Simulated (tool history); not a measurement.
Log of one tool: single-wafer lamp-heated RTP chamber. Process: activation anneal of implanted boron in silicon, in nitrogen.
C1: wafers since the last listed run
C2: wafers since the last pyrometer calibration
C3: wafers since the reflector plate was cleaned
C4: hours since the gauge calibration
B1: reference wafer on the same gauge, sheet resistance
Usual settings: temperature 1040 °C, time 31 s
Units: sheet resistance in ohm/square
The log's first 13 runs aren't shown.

{"run": 14, "hour": 847.7, "temperature": 1040, "time": 31, "C1": 739, "C2": 9935, "C3": 10052, "C4": 4254.1, "B1": 390.12, "sheet resistance": 332.06}
{"hour": 875.2, "done": "gauge calibrated"}
{"run": 15, "hour": 932.5, "temperature": 1040, "time": 31, "C1": 1492, "C2": 11427, "C3": 11545, "C4": 57.3, "B1": 397.37, "sheet resistance": 338.91}
{"hour": 998.3, "done": "pyrometer window cleaned and pyrometer calibrated"}
{"run": 16, "hour": 1005.6, "temperature": 1040, "time": 31, "C1": 1145, "C2": 128, "C3": 12691, "C4": 130.4, "B1": 397.27, "sheet resistance": 339.43}
{"run": 17, "hour": 1073.0, "temperature": 1040, "time": 18, "C1": 1186, "C2": 1314, "C3": 13877, "C4": 197.8, "B1": 397.16, "sheet resistance": 341.47}
{"run": 18, "hour": 1125.6, "temperature": 1040, "time": 41, "C1": 925, "C2": 2240, "C3": 14803, "C4": 250.4, "B1": 397.17, "sheet resistance": 338.38}
{"hour": 1140.0, "done": "reflector plate cleaned"}
{"run": 19, "hour": 1161.9, "temperature": 1064, "time": 31, "C1": 498, "C2": 2738, "C3": 385, "C4": 286.7, "B1": 396.99, "sheet resistance": 337.76}
{"run": 20, "hour": 1266.5, "temperature": 1028, "time": 22, "C1": 1841, "C2": 4580, "C3": 2226, "C4": 391.3, "B1": 396.73, "sheet resistance": 340.14}
{"run": 21, "hour": 1578.3, "temperature": 1025, "time": 39, "C1": 5488, "C2": 10068, "C3": 7715, "C4": 703.1, "B1": 396.38, "sheet resistance": 338.4}
{"run": 22, "hour": 1627.5, "temperature": 1025, "time": 26, "C1": 866, "C2": 10934, "C3": 8581, "C4": 752.3, "B1": 396.14, "sheet resistance": 338.96}
{"run": 23, "hour": 1687.6, "temperature": 1040, "time": 31, "C1": 1057, "C2": 11992, "C3": 9639, "C4": 812.4, "B1": 396.02, "sheet resistance": 337.39}
{"run": 24, "hour": 1772.8, "temperature": 1030, "time": 45, "C1": 1499, "C2": 13492, "C3": 11139, "C4": 897.6, "B1": 396.09, "sheet resistance": 336.25}
{"hour": 1845.8, "done": "pyrometer window cleaned and pyrometer calibrated"}
{"run": 25, "hour": 1858.8, "temperature": 1050, "time": 19, "C1": 1373, "C2": 228, "C3": 12512, "C4": 983.6, "B1": 395.77, "sheet resistance": 338.06}
{"run": 26, "hour": 1898.0, "temperature": 1050, "time": 19, "C1": 690, "C2": 918, "C3": 13202, "C4": 1022.8, "B1": 395.7, "sheet resistance": 337.8}
{"run": 27, "hour": 1936.6, "temperature": 1060, "time": 46, "C1": 679, "C2": 1597, "C3": 13881, "C4": 1061.4, "B1": 395.77, "sheet resistance": 333.85}
{"hour": 1974.7, "done": "reflector plate cleaned"}
{"run": 28, "hour": 2044.2, "temperature": 1040, "time": 31, "C1": 1753, "C2": 3350, "C3": 1223, "C4": 1169.0, "B1": 395.56, "sheet resistance": 337.43}
{"run": 29, "hour": 2151.3, "temperature": 1048, "time": 15, "C1": 1885, "C2": 5236, "C3": 3108, "C4": 1276.1, "B1": 395.38, "sheet resistance": 339.0}
{"run": 30, "hour": 2230.2, "temperature": 1031, "time": 24, "C1": 1388, "C2": 6624, "C3": 4497, "C4": 1355.0, "B1": 395.08, "sheet resistance": 338.81}
{"run": 31, "hour": 2283.9, "temperature": 1026, "time": 31, "C1": 945, "C2": 7570, "C3": 5443, "C4": 1408.7, "B1": 395.14, "sheet resistance": 338.84}
{"run": 32, "hour": 2325.0, "temperature": 1027, "time": 31, "C1": 723, "C2": 8293, "C3": 6166, "C4": 1449.8, "B1": 394.97, "sheet resistance": 338.15}
{"run": 33, "hour": 2431.2, "temperature": 1062, "time": 17, "C1": 1869, "C2": 10163, "C3": 8035, "C4": 1556.0, "B1": 394.8, "sheet resistance": 337.92}
{"run": 34, "hour": 2478.7, "temperature": 1040, "time": 31, "C1": 836, "C2": 10999, "C3": 8872, "C4": 1603.5, "B1": 394.76, "sheet resistance": 337.18}
{"run": 35, "hour": 2551.7, "temperature": 1021, "time": 44, "C1": 1285, "C2": 12284, "C3": 10157, "C4": 1676.5, "B1": 394.6, "sheet resistance": 335.9}
{"hour": 2627.8, "done": "pyrometer window cleaned and pyrometer calibrated"}
{"run": 36, "hour": 2635.9, "temperature": 1052, "time": 26, "C1": 1341, "C2": 141, "C3": 11498, "C4": 1760.7, "B1": 394.47, "sheet resistance": 335.52}

Forecast each of these 4 alternatives for the next run:
{"run": "A", "hour": 2636.3, "temperature": 1040, "time": 44, "C1": 7, "C2": 148, "C3": 11505, "C4": 1761.1, "B1": "?", "sheet resistance": "?"}
{"run": "B", "hour": 2636.3, "temperature": 1023, "time": 31, "C1": 7, "C2": 148, "C3": 11505, "C4": 1761.1, "B1": "?", "sheet resistance": "?"}
{"run": "C", "hour": 2636.3, "temperature": 1023, "time": 16, "C1": 7, "C2": 148, "C3": 11505, "C4": 1761.1, "B1": "?", "sheet resistance": "?"}
{"run": "D", "hour": 2636.3, "temperature": 1040, "time": 23, "C1": 7, "C2": 148, "C3": 11505, "C4": 1761.1, "B1": "?", "sheet resistance": "?"}

run=A B1=394.47 sheet_resistance=334.95
run=B B1=394.47 sheet_resistance=337.83
run=C B1=394.47 sheet_resistance=339.69
run=D B1=394.47 sheet_resistance=337.33
Without the tool's hidden state the same runs would have given:
run=A sheet_resistance=337.06
run=B sheet_resistance=339.96
run=C sheet_resistance=341.83
run=D sheet_resistance=339.46

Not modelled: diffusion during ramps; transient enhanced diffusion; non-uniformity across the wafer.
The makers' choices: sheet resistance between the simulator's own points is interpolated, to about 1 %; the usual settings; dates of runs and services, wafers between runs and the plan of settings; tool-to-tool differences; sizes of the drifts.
